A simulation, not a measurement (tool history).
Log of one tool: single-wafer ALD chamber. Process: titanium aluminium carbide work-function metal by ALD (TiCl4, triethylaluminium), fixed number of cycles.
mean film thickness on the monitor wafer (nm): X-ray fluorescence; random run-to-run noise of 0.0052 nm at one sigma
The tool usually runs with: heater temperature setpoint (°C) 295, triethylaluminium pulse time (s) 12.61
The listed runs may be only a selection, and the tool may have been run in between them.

run,hour,heater temperature setpoint (°C),triethylaluminium pulse time (s),wafers since the last listed run,hours since the last thermocouple change,hours since the last triethylaluminium bottle change,hours since the showerhead was replaced,hours since the gauge calibration,"read-back reference wafer on the same gauge, thickness_nm",mean film thickness on the monitor wafer (nm)
1,0.0,295,14.53,0,680.1,927.3,2270.5,975.6,1.659,1.897
2,75.3,295,12.61,672,755.4,1002.6,2345.8,1050.9,1.660,1.888
3,177.3,295,12.61,911,857.4,1104.6,2447.8,1152.9,1.660,1.891
# hour 263.2: gauge calibrated
4,267.3,295,12.61,803,947.4,1194.6,2537.8,4.1,1.659,1.882
5,339.3,295,16.56,643,1019.4,1266.6,2609.8,76.1,1.661,1.917
6,384.2,295,16.56,401,1064.3,1311.5,2654.7,121.0,1.660,1.925
7,448.6,295,16.56,575,1128.7,1375.9,2719.1,185.4,1.660,1.920
# hour 466.4: triethylaluminium bottle replaced
8,493.2,295,12.61,326,1173.3,26.8,2763.7,230.0,1.660,1.904
9,569.1,295,12.61,678,1249.2,102.7,2839.6,305.9,1.659,1.903
10,606.4,295,12.61,333,1286.5,140.0,2876.9,343.2,1.660,1.908
# hour 864.1: thermocouple changed; heater temperature recalibrated
11,883.2,295,12.61,2401,19.1,416.8,3153.7,620.0,1.660,1.868
12,919.5,295,12.61,324,55.4,453.1,3190.0,656.3,1.659,1.874
13,1048.5,295,12.61,1152,184.4,582.1,3319.0,785.3,1.660,1.873
# hour 1222.4: showerhead replaced, of another model than before
14,1309.9,295,12.61,2263,445.8,843.5,87.5,1046.7,1.660,1.878
# hour 1378.5: gauge calibrated
15,1402.0,295,12.61,822,537.9,935.6,179.6,23.5,1.659,1.887
16,1487.0,284,15.53,759,622.9,1020.6,264.6,108.5,1.660,1.824
17,1543.0,282,9.73,500,678.9,1076.6,320.6,164.5,1.660,1.631
18,1622.5,284,10.61,710,758.4,1156.1,400.1,244.0,1.659,1.734
19,1663.0,289,16.09,361,798.9,1196.6,440.6,284.5,1.661,1.871
20,1761.7,295,12.61,881,897.6,1295.3,539.3,383.2,1.660,1.897
21,1813.0,308,10.51,458,948.9,1346.6,590.6,434.5,1.660,1.907
# hour 1840.0: triethylaluminium bottle replaced
22,1897.4,304,9.74,682,1033.3,57.4,675.0,518.9,1.659,1.781
23,1973.3,295,12.61,678,1109.2,133.3,750.9,594.8,1.660,1.892
24,2064.8,289,15.48,817,1200.7,224.8,842.4,686.3,1.659,1.873
25,2112.7,286,10.51,427,1248.6,272.7,890.3,734.2,1.659,1.763
26,2197.7,280,10.36,759,1333.6,357.7,975.3,819.2,1.660,1.702
27,2296.8,295,12.61,885,1432.7,456.8,1074.4,918.3,1.659,1.900
28,2343.1,295,11.30,413,1479.0,503.1,1120.7,964.6,1.660,1.867

Take each entry between the runs: how does the hidden state at the last listed run before it differ from the hidden state at the first listed run after it?
Run 3 -> run 4: gauge calibrated (hour 263.2)
  wafer temperature above the value expected at the setpoint (K): 2.47 -> 2.76
  what was measured, less what the result would be without the hidden state, mean film thickness on the monitor wafer (nm): +0.018 -> +0.020
Run 7 -> run 8: triethylaluminium bottle replaced (hour 466.4)
  wafer temperature above the value expected at the setpoint (K): 3.34 -> 3.49
  what was measured, less what the result would be without the hidden state, mean film thickness on the monitor wafer (nm): +0.025 -> +0.026
Run 10 -> run 11: thermocouple changed; heater temperature recalibrated (hour 864.1)
  wafer temperature above the value expected at the setpoint (K): 3.86 -> 0.138
  what was measured, less what the result would be without the hidden state, mean film thickness on the monitor wafer (nm): +0.028 -> +0.001
Run 13 -> run 14: showerhead replaced, of another model than before (hour 1222.4)
  wafer temperature above the value expected at the setpoint (K): 0.673 -> 1.52
  what was measured, less what the result would be without the hidden state, mean film thickness on the monitor wafer (nm): +0.005 -> +0.011
Run 14 -> run 15: gauge calibrated (hour 1378.5)
  wafer temperature above the value expected at the setpoint (K): 1.52 -> 1.82
  what was measured, less what the result would be without the hidden state, mean film thickness on the monitor wafer (nm): +0.011 -> +0.013
Run 21 -> run 22: triethylaluminium bottle replaced (hour 1840.0)
  wafer temperature above the value expected at the setpoint (K): 3.15 -> 3.42
  what was measured, less what the result would be without the hidden state, mean film thickness on the monitor wafer (nm): +0.022 -> +0.023
